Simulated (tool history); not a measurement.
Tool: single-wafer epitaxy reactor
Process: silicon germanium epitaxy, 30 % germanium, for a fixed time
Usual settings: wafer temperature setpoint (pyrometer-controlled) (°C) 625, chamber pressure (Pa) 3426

run	hour	wafer temperature setpoint (pyrometer-controlled) (°C)	chamber pressure (Pa)	read-back reference wafer on the same gauge, thickness_nm	mean film thickness on the monitor wafer (nm)
1	0.0	622	3680	114.962	101.194
2	32.2	622	3680	115.142	101.068
3	49.2	622	3680	115.115	100.486
4	70.4	625	3426	115.083	104.091
# hour 92.5: gauge calibrated
5	102.6	625	3426	115.077	104.032
6	115.7	625	3426	114.939	103.955
7	142.6	625	3426	114.976	103.685
# hour 180.4: capacitance manometer re-zeroed and calibrated
8	180.9	625	3426	114.927	103.822
9	187.2	625	3426	115.067	103.831
10	202.3	625	3733	115.040	106.382
11	224.7	615	3840	114.841	90.706
12	251.2	625	3426	115.078	103.569
# hour 265.1: showerhead replaced
13	283.0	625	3426	115.135	104.182
# hour 309.1: pyrometer calibrated
14	309.6	632	2986	115.012	112.179
15	340.0	639	2973	114.834	126.027
# hour 411.3: gauge calibrated
16	443.5	638	2733	115.007	121.487
17	458.6	620	4253	115.029	101.965
18	476.5	625	3000	114.890	99.706
19	502.2	625	3426	115.006	104.040
20	518.7	625	4213	115.120	110.682
21	536.4	635	2933	115.113	117.744

What the log doesn't show, run by run:
wafer temperature above the value expected at the setpoint (K): 0 in every run
true pressure above the setpoint (%): 0 in every run
gauge reads high (%): 0 in every run
